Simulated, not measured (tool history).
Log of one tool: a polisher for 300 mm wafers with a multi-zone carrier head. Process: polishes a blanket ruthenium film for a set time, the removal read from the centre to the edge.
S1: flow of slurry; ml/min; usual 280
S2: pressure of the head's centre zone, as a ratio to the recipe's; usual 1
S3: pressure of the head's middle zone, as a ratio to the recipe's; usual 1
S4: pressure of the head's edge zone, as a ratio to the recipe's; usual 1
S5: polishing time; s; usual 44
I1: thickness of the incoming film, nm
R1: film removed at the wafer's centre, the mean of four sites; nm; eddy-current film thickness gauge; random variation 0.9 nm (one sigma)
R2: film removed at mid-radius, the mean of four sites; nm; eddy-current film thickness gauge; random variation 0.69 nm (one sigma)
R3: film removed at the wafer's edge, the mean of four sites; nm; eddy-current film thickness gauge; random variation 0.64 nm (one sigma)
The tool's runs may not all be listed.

run	hour	S1	S2	S3	S4	S5	I1	R1	R2	R3
1	0	280	1	1	1	44	339.3	61.9	62.5	61.4
# hour 31.2: worn pad replaced by a new one
2	101.7	280	1	1	1	44	343.6	60.4	61.5	60.7
3	151.7	280	1	1	1	44	341.7	60.9	61.4	60.1
4	205.4	280	0.91	1	1	44	346.7	54.1	61.7	60.7
5	243.9	280	1	1	1	44	344.3	62	61.9	60.1
# hour 282.1: worn pad replaced by a new one
# hour 286: carrier head's membrane replaced by a new one
6	311.4	280	1	1	1	44	341.3	60.6	62.9	60.3
# hour 343: edge zone pressure recalibrated
7	355.5	360	1	1	1	44	332.7	63.9	62.2	62.1
8	403.7	280	1	1	1	44	341.9	60	61.2	60
# hour 424.1: centre zone pressure recalibrated
9	443.2	280	1	1	1	44	336.8	61.7	60.8	61
10	514	315	1	0.89	1	32	340.2	46	42.6	44.5
# hour 526.8: worn pad replaced by a new one
11	575.2	280	1	0.92	1	44	343.3	60.8	59.6	60.5
12	613.3	185	1	1.05	0.93	48	334	62	67.7	62.3
13	642.7	280	1	1	1	44	345.1	59.6	61	60
14	700.5	330	1	1	1	44	339.1	59.8	62.6	61.7
# hour 715.8: worn pad replaced by a new one
15	743.1	280	1.1	1	0.9	44	341.8	66.3	61.4	56.1
# hour 744.7: slurry nozzle cleaned
16	797.5	225	1	1	0.89	57	339.5	76	78	74.2
17	845.8	280	1	1	0.91	44	345.1	60.8	61.5	58
18	873.1	280	1	1	1.07	44	336.9	61	63.1	62.9
19	928.6	280	1	1	1	44	342.7	61.1	60.5	59.3
# hour 957.6: worn pad replaced by a new one
20	959.8	245	1	1.05	0.96	44	341.3	60.2	62.2	57.2
21	1008.8	280	1	1	1	44	336.8	62	62.8	61.5

5 ways to go on from here, each from the tool as it stands after run 21. What would each give?
A	1009.2	280	1	1	1	44	341.8	?	?	?
B	1009.2	310	1	1	1	52	341.8	?	?	?
C	1009.2	280	1	1	1	36	341.8	?	?	?
D	1009.2	280	1	1.12	0.92	31	341.8	?	?	?
E	1009.2	280	0.92	1	1	40	341.8	?	?	?

run	R1	R2	R3
A	60.7	62.7	60.2
B	72.5	74.8	71.7
C	49.7	51.3	49.2
D	42.8	47.2	40.7
E	50.7	57	54.7
Without the tool's hidden state the same runs would have given:
run	R1	R2	R3
A	60.7	62.7	60.2
B	72.5	74.8	71.7
C	49.7	51.3	49.2
D	42.8	47.2	40.7
E	50.7	57	54.7
